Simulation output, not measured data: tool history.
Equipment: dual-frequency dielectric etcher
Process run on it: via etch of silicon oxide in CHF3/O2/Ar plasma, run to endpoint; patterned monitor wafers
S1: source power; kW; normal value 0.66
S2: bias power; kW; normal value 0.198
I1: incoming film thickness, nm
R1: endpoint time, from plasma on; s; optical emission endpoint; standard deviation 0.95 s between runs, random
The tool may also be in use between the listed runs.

run	day	S1	S2	I1	R1
1	0	0.66	0.217	695.9	289.9
2	0.425	0.66	0.217	703.4	293.9
3	0.846	0.66	0.225	702.6	288.8
4	1.162	0.66	0.225	708.3	288.4
5	1.829	0.66	0.198	701.4	303.8
# day 3.079: upper electrode replaced
6	3.1	0.66	0.198	700.9	303.8
7	3.117	0.66	0.198	698	303.4
8	3.133	0.66	0.198	700.7	304.7
9	3.521	0.66	0.185	698.3	314.6
# day 4.067: bias power generator calibrated
10	4.258	0.54	0.198	700.9	334.4
# day 5.396: wet clean of the chamber
11	5.417	0.74	0.238	703.5	274.1
12	5.6	0.8	0.198	695.4	285.6
13	6.038	0.66	0.198	698.1	312.3
14	6.675	0.54	0.217	705.8	334
15	7.038	0.62	0.216	707.7	312.3
# day 7.412: source power generator calibrated
16	7.433	0.7	0.198	696.3	303.4
17	7.742	0.57	0.198	700.9	335.3
18	9.721	0.66	0.198	700.7	312.1
19	10.217	0.79	0.151	697.9	329.7

3 ways to go on from here, each from the tool as it stands after run 19. What would each give?
A	10.238	0.66	0.198	709.5	?
B	10.238	0.74	0.157	709.5	?
C	10.238	0.6	0.173	709.5	?

run	R1
A	315.3
B	338.2
C	354.7
The same runs, with their run-to-run variation unchanged, on a tool lacking any hidden condition would have given:
run	R1
A	319.9
B	343.1
C	359.8
